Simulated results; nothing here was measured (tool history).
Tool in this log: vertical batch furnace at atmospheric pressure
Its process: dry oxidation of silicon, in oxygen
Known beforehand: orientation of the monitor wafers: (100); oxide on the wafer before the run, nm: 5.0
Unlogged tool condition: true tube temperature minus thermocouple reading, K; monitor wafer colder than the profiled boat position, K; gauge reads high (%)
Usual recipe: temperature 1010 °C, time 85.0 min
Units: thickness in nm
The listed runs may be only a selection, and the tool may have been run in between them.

| run | hour | temperature | time | wafers since the last listed run | hours since the last temperature calibration | hours since the boat lift was adjusted | hours since the gauge calibration | read-back reference wafer on the same gauge, thickness | thickness |
|---|---|---|---|---|---|---|---|---|---|
| 1 | 0.0 | 1020 | 61.0 | 0 | 2923.8 | 2683.7 | 1854.3 | 55.28 | 51.53 |
| 2 | 54.3 | 1020 | 61.0 | 558 | 2978.1 | 2738.0 | 1908.6 | 55.32 | 52.04 |
| 3 | 92.7 | 1010 | 85.0 | 394 | 3016.5 | 2776.4 | 1947.0 | 55.34 | 58.49 |
| 4 | 260.6 | 1010 | 85.0 | 1726 | 3184.4 | 2944.3 | 2114.9 | 55.31 | 58.63 |
| 5 | 333.2 | 1010 | 85.0 | 746 | 3257.0 | 3016.9 | 2187.5 | 55.28 | 58.34 |
| 6 | 414.4 | 1010 | 85.0 | 835 | 3338.2 | 3098.1 | 2268.7 | 55.30 | 57.91 |
| 7 | 477.2 | 1010 | 85.0 | 645 | 3401.0 | 3160.9 | 2331.5 | 55.33 | 59.06 |
| 8 | 543.5 | 1010 | 85.0 | 681 | 3467.3 | 3227.2 | 2397.8 | 55.29 | 58.52 |
| 9 | 624.8 | 1010 | 85.0 | 836 | 3548.6 | 3308.5 | 2479.1 | 55.33 | 59.13 |
| 10 | 679.8 | 1010 | 69.0 | 565 | 3603.6 | 3363.5 | 2534.1 | 55.31 | 51.08 |
| 11 | 743.5 | 1010 | 69.0 | 655 | 3667.3 | 3427.2 | 2597.8 | 55.28 | 51.19 |
| 12 | 846.8 | 1019 | 85.0 | 1062 | 3770.6 | 3530.5 | 2701.1 | 55.26 | 63.79 |
| 13 | 1020.0 | 1019 | 85.0 | 1781 | 3943.8 | 3703.7 | 2874.3 | 55.33 | 64.34 |
| 14 | 1118.2 | 1010 | 85.0 | 1009 | 4042.0 | 3801.9 | 2972.5 | 55.27 | 59.15 |
|  | 1195.0 | boat lift adjusted |
| 15 | 1195.5 | 1010 | 85.0 | 548 | 4119.3 | 0.5 | 3049.8 | 55.26 | 60.16 |
|  | 1213.8 | gauge calibrated |
| 16 | 1276.2 | 1010 | 85.0 | 829 | 4200.0 | 81.2 | 62.4 | 55.29 | 60.44 |
| 17 | 1351.5 | 1010 | 108.5 | 774 | 4275.3 | 156.5 | 137.7 | 55.30 | 70.91 |
| 18 | 1388.7 | 1029 | 85.0 | 382 | 4312.5 | 193.7 | 174.9 | 55.31 | 71.69 |
| 19 | 1428.8 | 1010 | 85.0 | 412 | 4352.6 | 233.8 | 215.0 | 55.31 | 61.00 |
| 20 | 1469.5 | 1022 | 109.0 | 418 | 4393.3 | 274.5 | 255.7 | 55.31 | 80.32 |
| 21 | 1513.0 | 1010 | 85.0 | 447 | 4436.8 | 318.0 | 299.2 | 55.31 | 60.54 |
| 22 | 1602.5 | 1033 | 85.0 | 920 | 4526.3 | 407.5 | 388.7 | 55.32 | 74.68 |
| 23 | 1663.8 | 1010 | 85.0 | 630 | 4587.6 | 468.8 | 450.0 | 55.31 | 60.93 |
| 24 | 1721.8 | 1023 | 58.0 | 596 | 4645.6 | 526.8 | 508.0 | 55.31 | 53.22 |
|  | 1862.5 | thermocouples replaced and temperature profile calibrated |
| 25 | 1877.4 | 1003 | 124.0 | 1353 | 14.9 | 682.4 | 663.6 | 55.30 | 69.88 |
| 26 | 1958.2 | 996 | 108.5 | 830 | 95.7 | 763.2 | 744.4 | 55.30 | 59.65 |
| 27 | 2051.6 | 1010 | 85.0 | 960 | 189.1 | 856.6 | 837.8 | 55.29 | 57.93 |
| 28 | 2280.7 | 991 | 120.0 | 2356 | 418.2 | 1085.7 | 1066.9 | 55.32 | 60.90 |
| 29 | 2355.7 | 995 | 70.0 | 771 | 493.2 | 1160.7 | 1141.9 | 55.31 | 44.13 |
| 30 | 2395.4 | 1010 | 85.0 | 408 | 532.9 | 1200.4 | 1181.6 | 55.27 | 58.56 |
| 31 | 2446.8 | 1025 | 60.5 | 528 | 584.3 | 1251.8 | 1233.0 | 55.27 | 53.07 |
| 32 | 2505.3 | 1025 | 101.5 | 601 | 642.8 | 1310.3 | 1291.5 | 55.35 | 75.26 |
| 33 | 2566.3 | 1033 | 56.5 | 627 | 703.8 | 1371.3 | 1352.5 | 55.29 | 54.97 |
| 34 | 2608.0 | 1001 | 114.5 | 428 | 745.5 | 1413.0 | 1394.2 | 55.29 | 64.81 |
| 35 | 2666.2 | 1018 | 110.0 | 598 | 803.7 | 1471.2 | 1452.4 | 55.32 | 74.42 |
| 36 | 2738.4 | 1010 | 48.0 | 742 | 875.9 | 1543.4 | 1524.6 | 55.29 | 40.32 |
| 37 | 2796.7 | 996 | 47.0 | 599 | 934.2 | 1601.7 | 1582.9 | 55.30 | 34.80 |
| 38 | 2843.6 | 1024 | 52.0 | 482 | 981.1 | 1648.6 | 1629.8 | 55.25 | 48.29 |
| 39 | 2929.3 | 1023 | 101.5 | 881 | 1066.8 | 1734.3 | 1715.5 | 55.25 | 73.17 |

Below, each run's measurement less what the same run would have read without the hidden state. Both values contain the same run-to-run variation, but the gauge's scatter may not be the same in both:
| run | thickness |
|---|---|
| 1 | +0.38 |
| 2 | +0.39 |
| 3 | +0.45 |
| 4 | +0.47 |
| 5 | +0.47 |
| 6 | +0.48 |
| 7 | +0.50 |
| 8 | +0.50 |
| 9 | +0.51 |
| 10 | +0.44 |
| 11 | +0.45 |
| 12 | +0.55 |
| 13 | +0.58 |
| 14 | +0.56 |
| 15 | +2.41 |
| 16 | +2.43 |
| 17 | +2.83 |
| 18 | +2.71 |
| 19 | +2.46 |
| 20 | +3.09 |
| 21 | +2.45 |
| 22 | +2.81 |
| 23 | +2.48 |
| 24 | +2.11 |
| 25 | -0.19 |
| 26 | -0.16 |
| 27 | -0.14 |
| 28 | -0.13 |
| 29 | -0.09 |
| 30 | -0.11 |
| 31 | -0.09 |
| 32 | -0.12 |
| 33 | -0.08 |
| 34 | -0.10 |
| 35 | -0.10 |
| 36 | -0.05 |
| 37 | -0.04 |
| 38 | -0.05 |
| 39 | -0.07 |
